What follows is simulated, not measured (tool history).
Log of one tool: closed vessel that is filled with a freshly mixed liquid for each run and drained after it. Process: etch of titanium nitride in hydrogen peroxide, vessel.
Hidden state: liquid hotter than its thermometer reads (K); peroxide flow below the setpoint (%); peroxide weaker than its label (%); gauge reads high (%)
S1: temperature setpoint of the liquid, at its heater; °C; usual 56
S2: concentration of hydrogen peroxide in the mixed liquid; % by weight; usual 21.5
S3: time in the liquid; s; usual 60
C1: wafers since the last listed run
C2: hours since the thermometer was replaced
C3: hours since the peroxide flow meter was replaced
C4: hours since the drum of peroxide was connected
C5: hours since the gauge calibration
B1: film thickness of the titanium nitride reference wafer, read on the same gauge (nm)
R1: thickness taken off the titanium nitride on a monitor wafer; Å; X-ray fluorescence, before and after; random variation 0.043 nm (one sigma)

run	hour	S1	S2	S3	C1	C2	C3	C4	C5	B1	R1
1	0	56	21.5	60	0	2251.2	1614.9	1010.6	251.7	149.99	72.7
2	16.3	56	21.5	60	1940	2267.5	1631.2	1026.9	268	150.04	73.3
3	40.2	56	21.5	60	2845	2291.4	1655.1	1050.8	291.9	150.01	72.6
4	101.8	56	21.5	60	7333	2353	1716.7	1112.4	353.5	150.03	73.6
5	127.8	56	21.5	60	3095	2379	1742.7	1138.4	379.5	150.03	73.8
6	159.6	56	21.5	60	3785	2410.8	1774.5	1170.2	411.3	149.99	73.7
7	186.5	56	21.5	60	3202	2437.7	1801.4	1197.1	438.2	149.99	73.4
8	203.9	56	21.5	60	2071	2455.1	1818.8	1214.5	455.6	150.04	75
# hour 206.8: thermometer replaced
9	227.1	56	21.5	60	2643	20.3	1842	1237.7	478.8	150.01	61.7
10	254.1	56	21.5	60	3214	47.3	1869	1264.7	505.8	150	62.1
# hour 270.6: peroxide flow meter replaced
11	274.6	47.5	19.5	40	2321	67.8	4	1285.2	526.3	149.98	22.5
12	303.4	56	19.5	60	3428	96.6	32.8	1314	555.1	149.98	62
# hour 307: gauge calibrated
# hour 332.5: new drum of peroxide connected
13	338.1	56	21.5	60	4012	131.3	67.5	5.6	31.1	149.99	62.8
14	353.1	56	26	60	1785	146.3	82.5	20.6	46.1	150.01	66.2
15	376	46.5	18.5	40	2726	169.2	105.4	43.5	69	149.99	20.4
16	394	56	21.5	60	2142	187.2	123.4	61.5	87	150.01	63.7
17	426.4	56	21.5	60	3857	219.6	155.8	93.9	119.4	149.97	62.9
18	445	51	21.5	70	2214	238.2	174.4	112.5	138	150	52
19	466.8	60	19	85	2595	260	196.2	134.3	159.8	150.03	114.1
20	492.7	51	25.5	60	3083	285.9	222.1	160.2	185.7	150.04	46.2

4 ways to go on from here, each from the tool as it stands after run 20. What would each give?
A	493.4	49.5	21.5	60	83	286.6	222.8	160.9	186.4	?	?
B	493.4	66	23.5	60	83	286.6	222.8	160.9	186.4	?	?
C	493.4	56	16	60	83	286.6	222.8	160.9	186.4	?	?
D	493.4	53	15.5	50	83	286.6	222.8	160.9	186.4	?	?

run	B1	R1
A	150.01	40.4
B	150.01	127.9
C	150.01	60.1
D	150.01	40.3
Without the tool's hidden state the same runs would have given:
run	R1
A	38.8
B	123.4
C	57.8
D	38.8
